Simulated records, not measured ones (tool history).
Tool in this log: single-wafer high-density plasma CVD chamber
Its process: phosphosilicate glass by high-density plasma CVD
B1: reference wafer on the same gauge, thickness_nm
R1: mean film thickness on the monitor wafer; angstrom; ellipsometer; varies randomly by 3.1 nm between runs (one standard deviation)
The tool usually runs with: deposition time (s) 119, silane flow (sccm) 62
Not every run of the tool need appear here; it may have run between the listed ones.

{"run": 1, "hour": 0.0, "deposition time (s)": 119, "silane flow (sccm)": 52, "B1": 658.678, "R1": 5550.04}
{"run": 2, "hour": 81.2, "deposition time (s)": 119, "silane flow (sccm)": 52, "B1": 659.707, "R1": 5553.53}
{"run": 3, "hour": 130.5, "deposition time (s)": 119, "silane flow (sccm)": 52, "B1": 658.061, "R1": 5535.28}
{"hour": 193.2, "done": "gauge calibrated"}
{"run": 4, "hour": 213.1, "deposition time (s)": 119, "silane flow (sccm)": 62, "B1": 659.253, "R1": 6646.32}
{"run": 5, "hour": 271.4, "deposition time (s)": 119, "silane flow (sccm)": 62, "B1": 658.388, "R1": 6668.7}
{"run": 6, "hour": 336.3, "deposition time (s)": 119, "silane flow (sccm)": 66, "B1": 659.595, "R1": 7115.36}
{"run": 7, "hour": 373.5, "deposition time (s)": 119, "silane flow (sccm)": 62, "B1": 658.56, "R1": 6665.49}
{"run": 8, "hour": 656.0, "deposition time (s)": 119, "silane flow (sccm)": 62, "B1": 658.969, "R1": 6869.7}
{"run": 9, "hour": 757.2, "deposition time (s)": 102, "silane flow (sccm)": 70, "B1": 660.468, "R1": 6611.35}
{"hour": 802.6, "done": "silane flow controller replaced"}
{"run": 10, "hour": 821.7, "deposition time (s)": 119, "silane flow (sccm)": 62, "B1": 659.076, "R1": 6449.42}
{"run": 11, "hour": 859.6, "deposition time (s)": 140, "silane flow (sccm)": 50, "B1": 659.678, "R1": 6098.14}
{"run": 12, "hour": 905.8, "deposition time (s)": 109, "silane flow (sccm)": 70, "B1": 657.255, "R1": 6673.94}
{"run": 13, "hour": 980.1, "deposition time (s)": 109, "silane flow (sccm)": 50, "B1": 659.18, "R1": 4759.27}
{"hour": 987.6, "done": "gauge calibrated"}
{"run": 14, "hour": 1065.8, "deposition time (s)": 132, "silane flow (sccm)": 65, "B1": 660.281, "R1": 7573.32}
{"run": 15, "hour": 1163.2, "deposition time (s)": 119, "silane flow (sccm)": 69, "B1": 659.282, "R1": 7222.66}
{"run": 16, "hour": 1235.6, "deposition time (s)": 134, "silane flow (sccm)": 66, "B1": 658.909, "R1": 7731.12}
{"run": 17, "hour": 1284.4, "deposition time (s)": 119, "silane flow (sccm)": 66, "B1": 659.062, "R1": 6920.16}
{"run": 18, "hour": 1360.1, "deposition time (s)": 138, "silane flow (sccm)": 66, "B1": 658.486, "R1": 7989.83}

Run-by-run hidden state of the tool:
gauge reads high (%): 0 on each run
H1: delivered silane flow above the setpoint (%)
run=1 H1=2.38
run=2 H1=2.74
run=3 H1=2.97
run=4 H1=3.38
run=5 H1=3.7
run=6 H1=4.06
run=7 H1=4.28
run=8 H1=6.15
run=9 H1=6.91
run=10 H1=0.158
run=11 H1=0.165
run=12 H1=0.182
run=13 H1=0.231
run=14 H1=0.319
run=15 H1=0.461
run=16 H1=0.595
run=17 H1=0.699
run=18 H1=0.882
